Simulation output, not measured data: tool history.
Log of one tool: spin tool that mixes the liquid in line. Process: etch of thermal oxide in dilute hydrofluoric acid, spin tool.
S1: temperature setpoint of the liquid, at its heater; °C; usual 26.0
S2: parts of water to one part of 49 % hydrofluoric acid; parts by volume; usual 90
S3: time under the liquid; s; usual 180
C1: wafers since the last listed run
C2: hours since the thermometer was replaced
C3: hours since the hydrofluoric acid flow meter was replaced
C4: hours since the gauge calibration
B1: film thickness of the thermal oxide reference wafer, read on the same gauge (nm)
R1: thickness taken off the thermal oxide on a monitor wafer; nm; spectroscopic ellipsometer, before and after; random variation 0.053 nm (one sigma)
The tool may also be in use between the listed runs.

{"run": 1, "day": 0.0, "S1": 26.0, "S2": 90, "S3": 180, "C1": 0, "C2": 1925.2, "C3": 1703.1, "C4": 144.1, "B1": 69.98, "R1": 9.55}
{"run": 2, "day": 2.175, "S1": 26.0, "S2": 90, "S3": 180, "C1": 276, "C2": 1977.4, "C3": 1755.3, "C4": 196.3, "B1": 70.02, "R1": 9.46}
{"run": 3, "day": 3.862, "S1": 26.0, "S2": 90, "S3": 180, "C1": 214, "C2": 2017.9, "C3": 1795.8, "C4": 236.8, "B1": 70.01, "R1": 9.41}
{"run": 4, "day": 5.383, "S1": 26.0, "S2": 105, "S3": 180, "C1": 193, "C2": 2054.4, "C3": 1832.3, "C4": 273.3, "B1": 69.98, "R1": 7.83}
{"run": 5, "day": 7.271, "S1": 26.0, "S2": 90, "S3": 120, "C1": 239, "C2": 2099.7, "C3": 1877.6, "C4": 318.6, "B1": 69.99, "R1": 6.33}
{"run": 6, "day": 10.242, "S1": 26.0, "S2": 90, "S3": 120, "C1": 377, "C2": 2171.0, "C3": 1948.9, "C4": 389.9, "B1": 70.01, "R1": 6.32}
{"run": 7, "day": 11.8, "S1": 26.0, "S2": 90, "S3": 180, "C1": 197, "C2": 2208.4, "C3": 1986.3, "C4": 427.3, "B1": 70.02, "R1": 9.52}
{"run": 8, "day": 12.912, "S1": 26.0, "S2": 90, "S3": 180, "C1": 141, "C2": 2235.1, "C3": 2013.0, "C4": 454.0, "B1": 70.01, "R1": 9.49}
{"run": 9, "day": 15.079, "S1": 26.0, "S2": 90, "S3": 180, "C1": 275, "C2": 2287.1, "C3": 2065.0, "C4": 506.0, "B1": 70.0, "R1": 9.46}
{"run": 10, "day": 16.392, "S1": 24.0, "S2": 115, "S3": 215, "C1": 166, "C2": 2318.6, "C3": 2096.5, "C4": 537.5, "B1": 69.99, "R1": 7.95}
{"run": 11, "day": 18.0, "S1": 26.0, "S2": 65, "S3": 75, "C1": 204, "C2": 2357.2, "C3": 2135.1, "C4": 576.1, "B1": 70.0, "R1": 5.7}
{"day": 19.588, "done": "hydrofluoric acid flow meter replaced"}
{"run": 12, "day": 20.925, "S1": 26.0, "S2": 90, "S3": 180, "C1": 366, "C2": 2427.4, "C3": 32.1, "C4": 646.3, "B1": 69.98, "R1": 10.17}
{"day": 21.15, "done": "thermometer replaced"}
{"run": 13, "day": 23.846, "S1": 26.0, "S2": 90, "S3": 180, "C1": 365, "C2": 64.7, "C3": 102.2, "C4": 716.4, "B1": 70.02, "R1": 9.29}
{"day": 24.654, "done": "gauge calibrated"}
{"run": 14, "day": 25.767, "S1": 26.0, "S2": 90, "S3": 135, "C1": 243, "C2": 110.8, "C3": 148.3, "C4": 26.7, "B1": 69.99, "R1": 6.89}
{"run": 15, "day": 27.038, "S1": 24.5, "S2": 110, "S3": 110, "C1": 161, "C2": 141.3, "C3": 178.8, "C4": 57.2, "B1": 69.99, "R1": 4.25}
{"run": 16, "day": 29.375, "S1": 26.0, "S2": 50, "S3": 265, "C1": 296, "C2": 197.4, "C3": 234.9, "C4": 113.3, "B1": 69.98, "R1": 25.69}
{"run": 17, "day": 32.142, "S1": 30.0, "S2": 75, "S3": 285, "C1": 351, "C2": 263.8, "C3": 301.3, "C4": 179.7, "B1": 69.99, "R1": 20.87}
{"run": 18, "day": 34.971, "S1": 26.0, "S2": 90, "S3": 180, "C1": 359, "C2": 331.7, "C3": 369.2, "C4": 247.6, "B1": 70.01, "R1": 9.28}

4 ways to go on from here, each from the tool as it stands after run 18. What would each give?
{"run": "A", "day": 34.992, "S1": 26.0, "S2": 90, "S3": 180, "C1": 2, "C2": 332.2, "C3": 369.7, "C4": 248.1, "B1": "?", "R1": "?"}
{"run": "B", "day": 34.992, "S1": 28.0, "S2": 60, "S3": 260, "C1": 2, "C2": 332.2, "C3": 369.7, "C4": 248.1, "B1": "?", "R1": "?"}
{"run": "C", "day": 34.992, "S1": 22.5, "S2": 105, "S3": 100, "C1": 2, "C2": 332.2, "C3": 369.7, "C4": 248.1, "B1": "?", "R1": "?"}
{"run": "D", "day": 34.992, "S1": 26.0, "S2": 135, "S3": 260, "C1": 2, "C2": 332.2, "C3": 369.7, "C4": 248.1, "B1": "?", "R1": "?"}

run=A B1=69.98 R1=9.22
run=B B1=69.98 R1=22.55
run=C B1=69.98 R1=3.75
run=D B1=69.98 R1=8.38
Without the tool's hidden state the same runs would have given:
run=A R1=9.24
run=B R1=22.56
run=C R1=3.76
run=D R1=8.40

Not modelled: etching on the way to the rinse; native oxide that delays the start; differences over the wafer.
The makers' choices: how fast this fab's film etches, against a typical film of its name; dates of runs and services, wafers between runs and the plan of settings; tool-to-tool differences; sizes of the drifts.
